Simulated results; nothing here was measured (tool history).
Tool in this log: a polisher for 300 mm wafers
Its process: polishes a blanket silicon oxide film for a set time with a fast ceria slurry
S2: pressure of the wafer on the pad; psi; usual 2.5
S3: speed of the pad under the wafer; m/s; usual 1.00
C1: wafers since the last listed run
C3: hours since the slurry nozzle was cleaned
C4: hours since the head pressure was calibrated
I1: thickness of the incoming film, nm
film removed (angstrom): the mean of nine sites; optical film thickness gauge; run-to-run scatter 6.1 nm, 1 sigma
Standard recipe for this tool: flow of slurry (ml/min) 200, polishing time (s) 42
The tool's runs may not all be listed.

run 1 day=0.000 | flow_of_slurry_(ml/min)=200 S2=2.5 S3=1.00 polishing_time_(s)=36 | C1=0 wafers_polished_on_this_pad=591 C3=156.2 C4=186.1 | I1=1648.8 | film_removed_(angstrom)=5930
-- day=3.088 worn pad replaced by a new one
run 2 day=4.683 | flow_of_slurry_(ml/min)=200 S2=2.5 S3=1.00 polishing_time_(s)=36 | C1=855 wafers_polished_on_this_pad=302 C3=268.6 C4=298.5 | I1=1668.3 | film_removed_(angstrom)=6021
run 3 day=6.079 | flow_of_slurry_(ml/min)=200 S2=2.5 S3=1.00 polishing_time_(s)=42 | C1=264 wafers_polished_on_this_pad=567 C3=302.1 C4=332.0 | I1=1680.7 | film_removed_(angstrom)=6891
-- day=6.308 head pressure recalibrated
run 4 day=8.842 | flow_of_slurry_(ml/min)=200 S2=2.5 S3=1.00 polishing_time_(s)=42 | C1=507 wafers_polished_on_this_pad=1074 C3=368.4 C4=60.8 | I1=1655.0 | film_removed_(angstrom)=6903
-- day=9.538 worn pad replaced by a new one
run 5 day=11.054 | flow_of_slurry_(ml/min)=200 S2=2.5 S3=1.00 polishing_time_(s)=42 | C1=387 wafers_polished_on_this_pad=287 C3=421.5 C4=113.9 | I1=1653.7 | film_removed_(angstrom)=6979
run 6 day=13.479 | flow_of_slurry_(ml/min)=200 S2=2.5 S3=1.00 polishing_time_(s)=39 | C1=459 wafers_polished_on_this_pad=747 C3=479.7 C4=172.1 | I1=1660.2 | film_removed_(angstrom)=6315
run 7 day=16.088 | flow_of_slurry_(ml/min)=200 S2=2.5 S3=1.00 polishing_time_(s)=39 | C1=494 wafers_polished_on_this_pad=1241 C3=542.3 C4=234.7 | I1=1681.8 | film_removed_(angstrom)=6338
-- day=17.362 worn pad replaced by a new one
run 8 day=17.383 | flow_of_slurry_(ml/min)=200 S2=2.5 S3=1.00 polishing_time_(s)=39 | C1=213 wafers_polished_on_this_pad=3 C3=573.4 C4=265.8 | I1=1672.9 | film_removed_(angstrom)=6507
run 9 day=19.429 | flow_of_slurry_(ml/min)=200 S2=3.1 S3=1.00 polishing_time_(s)=42 | C1=387 wafers_polished_on_this_pad=391 C3=622.5 C4=314.9 | I1=1701.0 | film_removed_(angstrom)=8612
-- day=23.554 head pressure recalibrated
run 10 day=23.671 | flow_of_slurry_(ml/min)=175 S2=1.8 S3=0.84 polishing_time_(s)=48 | C1=788 wafers_polished_on_this_pad=1179 C3=724.3 C4=2.8 | I1=1694.0 | film_removed_(angstrom)=4708
-- day=23.888 worn pad replaced by a new one
run 11 day=25.608 | flow_of_slurry_(ml/min)=200 S2=2.5 S3=1.00 polishing_time_(s)=42 | C1=335 wafers_polished_on_this_pad=326 C3=770.8 C4=49.3 | I1=1661.8 | film_removed_(angstrom)=6993
-- day=26.050 slurry nozzle cleaned
run 12 day=26.725 | flow_of_slurry_(ml/min)=200 S2=2.0 S3=1.16 polishing_time_(s)=34 | C1=203 wafers_polished_on_this_pad=530 C3=16.2 C4=76.1 | I1=1694.4 | film_removed_(angstrom)=5341
run 13 day=28.508 | flow_of_slurry_(ml/min)=200 S2=2.9 S3=1.00 polishing_time_(s)=54 | C1=337 wafers_polished_on_this_pad=868 C3=59.0 C4=118.9 | I1=1681.0 | film_removed_(angstrom)=10384
run 14 day=29.658 | flow_of_slurry_(ml/min)=200 S2=2.8 S3=1.20 polishing_time_(s)=53 | C1=217 wafers_polished_on_this_pad=1085 C3=86.6 C4=146.5 | I1=1671.1 | film_removed_(angstrom)=11685
-- day=30.675 worn pad replaced by a new one
run 15 day=31.208 | flow_of_slurry_(ml/min)=245 S2=2.5 S3=1.00 polishing_time_(s)=48 | C1=262 wafers_polished_on_this_pad=100 C3=123.8 C4=183.7 | I1=1672.4 | film_removed_(angstrom)=8140
run 16 day=33.979 | flow_of_slurry_(ml/min)=200 S2=2.2 S3=0.74 polishing_time_(s)=42 | C1=525 wafers_polished_on_this_pad=625 C3=190.3 C4=250.2 | I1=1689.5 | film_removed_(angstrom)=4499

Each row is a separate what-if for the run after 16, all from the same tool condition, not one after another. Results?
run A day=33.996 | flow_of_slurry_(ml/min)=200 S2=2.5 S3=1.00 polishing_time_(s)=42 | C1=3 wafers_polished_on_this_pad=629 C3=190.7 C4=250.6 | I1=1686.5 | film_removed_(angstrom)=?
run B day=33.996 | flow_of_slurry_(ml/min)=200 S2=2.5 S3=1.26 polishing_time_(s)=42 | C1=3 wafers_polished_on_this_pad=629 C3=190.7 C4=250.6 | I1=1686.5 | film_removed_(angstrom)=?
run C day=33.996 | flow_of_slurry_(ml/min)=200 S2=2.5 S3=1.00 polishing_time_(s)=32 | C1=3 wafers_polished_on_this_pad=629 C3=190.7 C4=250.6 | I1=1686.5 | film_removed_(angstrom)=?
run D day=33.996 | flow_of_slurry_(ml/min)=250 S2=3.0 S3=1.34 polishing_time_(s)=42 | C1=3 wafers_polished_on_this_pad=629 C3=190.7 C4=250.6 | I1=1686.5 | film_removed_(angstrom)=?
run E day=33.996 | flow_of_slurry_(ml/min)=200 S2=2.5 S3=0.84 polishing_time_(s)=50 | C1=3 wafers_polished_on_this_pad=629 C3=190.7 C4=250.6 | I1=1686.5 | film_removed_(angstrom)=?

run=A film_removed_(angstrom)=6827
run=B film_removed_(angstrom)=8602
run=C film_removed_(angstrom)=5202
run=D film_removed_(angstrom)=11197
run=E film_removed_(angstrom)=6827
Stripped of hidden state, with their random variation kept, the same runs would have yielded:
run=A film_removed_(angstrom)=7076
run=B film_removed_(angstrom)=8916
run=C film_removed_(angstrom)=5391
run=D film_removed_(angstrom)=11605
run=E film_removed_(angstrom)=7076

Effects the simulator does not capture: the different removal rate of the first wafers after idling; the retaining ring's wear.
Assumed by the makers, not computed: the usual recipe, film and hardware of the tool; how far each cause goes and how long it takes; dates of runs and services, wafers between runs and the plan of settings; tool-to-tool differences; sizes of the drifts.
